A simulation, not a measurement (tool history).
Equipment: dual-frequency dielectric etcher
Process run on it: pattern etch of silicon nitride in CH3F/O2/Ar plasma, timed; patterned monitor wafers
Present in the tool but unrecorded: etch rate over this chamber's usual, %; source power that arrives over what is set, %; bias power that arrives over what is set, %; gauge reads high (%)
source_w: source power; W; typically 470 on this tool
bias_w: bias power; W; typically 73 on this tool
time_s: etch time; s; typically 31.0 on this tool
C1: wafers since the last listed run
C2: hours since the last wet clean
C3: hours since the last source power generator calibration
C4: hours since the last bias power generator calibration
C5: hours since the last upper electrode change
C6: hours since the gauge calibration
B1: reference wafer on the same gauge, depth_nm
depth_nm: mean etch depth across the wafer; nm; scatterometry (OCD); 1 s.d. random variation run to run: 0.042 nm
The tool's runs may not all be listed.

run 1 day=0.000 | source_w=470 bias_w=73 time_s=31.0 | C1=0 C2=68.6 C3=4405.7 C4=1409.0 C5=2440.5 C6=127.1 | B1=20.10 | depth_nm=20.19
run 2 day=1.742 | source_w=470 bias_w=73 time_s=31.0 | C1=649 C2=110.4 C3=4447.5 C4=1450.8 C5=2482.3 C6=168.9 | B1=20.10 | depth_nm=20.08
run 3 day=4.283 | source_w=470 bias_w=73 time_s=31.0 | C1=948 C2=171.4 C3=4508.5 C4=1511.8 C5=2543.3 C6=229.9 | B1=20.10 | depth_nm=20.09
run 4 day=5.421 | source_w=470 bias_w=73 time_s=31.0 | C1=424 C2=198.7 C3=4535.8 C4=1539.1 C5=2570.6 C6=257.2 | B1=20.09 | depth_nm=20.07
run 5 day=6.612 | source_w=470 bias_w=73 time_s=31.0 | C1=444 C2=227.3 C3=4564.4 C4=1567.7 C5=2599.2 C6=285.8 | B1=20.09 | depth_nm=19.95
run 6 day=9.154 | source_w=470 bias_w=73 time_s=31.0 | C1=948 C2=288.3 C3=4625.4 C4=1628.7 C5=2660.2 C6=346.8 | B1=20.10 | depth_nm=19.95
-- day=10.383 upper electrode replaced
run 7 day=10.833 | source_w=470 bias_w=73 time_s=31.0 | C1=253 C2=328.6 C3=4665.7 C4=1669.0 C5=10.8 C6=387.1 | B1=20.08 | depth_nm=19.92
-- day=10.946 gauge calibrated
run 8 day=12.538 | source_w=470 bias_w=73 time_s=23.0 | C1=635 C2=369.5 C3=4706.6 C4=1709.9 C5=51.7 C6=38.2 | B1=20.10 | depth_nm=14.75
-- day=13.912 source power generator calibrated
-- day=14.092 wet clean of the chamber
run 9 day=14.112 | source_w=470 bias_w=68 time_s=31.0 | C1=457 C2=0.5 C3=4.8 C4=1747.7 C5=89.5 C6=76.0 | B1=20.09 | depth_nm=20.32
run 10 day=15.333 | source_w=470 bias_w=73 time_s=31.0 | C1=455 C2=29.8 C3=34.1 C4=1777.0 C5=118.8 C6=105.3 | B1=20.12 | depth_nm=20.78
-- day=15.733 bias power generator calibrated
run 11 day=17.217 | source_w=430 bias_w=73 time_s=31.0 | C1=640 C2=75.0 C3=79.3 C4=35.6 C5=164.0 C6=150.5 | B1=20.11 | depth_nm=19.79
-- day=18.688 wet clean of the chamber, repeated, since the last time left the tool worse
run 12 day=19.421 | source_w=470 bias_w=73 time_s=34.5 | C1=449 C2=17.6 C3=132.2 C4=88.5 C5=216.9 C6=203.4 | B1=20.10 | depth_nm=22.42
run 13 day=20.696 | source_w=470 bias_w=73 time_s=31.0 | C1=475 C2=48.2 C3=162.8 C4=119.1 C5=247.5 C6=234.0 | B1=20.10 | depth_nm=20.11
run 14 day=22.683 | source_w=570 bias_w=73 time_s=31.0 | C1=741 C2=95.9 C3=210.5 C4=166.8 C5=295.2 C6=281.7 | B1=20.10 | depth_nm=22.01
run 15 day=23.796 | source_w=470 bias_w=80 time_s=31.0 | C1=415 C2=122.6 C3=237.2 C4=193.5 C5=321.9 C6=308.4 | B1=20.10 | depth_nm=20.56

5 ways to go on from here, each from the tool as it stands after run 15. What would each give?
run A day=23.812 | source_w=470 bias_w=67 time_s=31.0 | C1=6 C2=123.0 C3=237.6 C4=193.9 C5=322.3 C6=308.8 | B1=? | depth_nm=?
run B day=23.812 | source_w=470 bias_w=73 time_s=27.5 | C1=6 C2=123.0 C3=237.6 C4=193.9 C5=322.3 C6=308.8 | B1=? | depth_nm=?
run C day=23.812 | source_w=550 bias_w=78 time_s=36.5 | C1=6 C2=123.0 C3=237.6 C4=193.9 C5=322.3 C6=308.8 | B1=? | depth_nm=?
run D day=23.812 | source_w=420 bias_w=73 time_s=22.0 | C1=6 C2=123.0 C3=237.6 C4=193.9 C5=322.3 C6=308.8 | B1=? | depth_nm=?
run E day=23.812 | source_w=510 bias_w=68 time_s=38.0 | C1=6 C2=123.0 C3=237.6 C4=193.9 C5=322.3 C6=308.8 | B1=? | depth_nm=?

run=A B1=20.11 depth_nm=19.55
run=B B1=20.11 depth_nm=17.80
run=C B1=20.11 depth_nm=26.01
run=D B1=20.11 depth_nm=13.45
run=E B1=20.11 depth_nm=25.06
Without the tool's unlogged condition, the same runs would have read:
run=A depth_nm=19.68
run=B depth_nm=17.91
run=C depth_nm=26.18
run=D depth_nm=13.54
run=E depth_nm=25.22
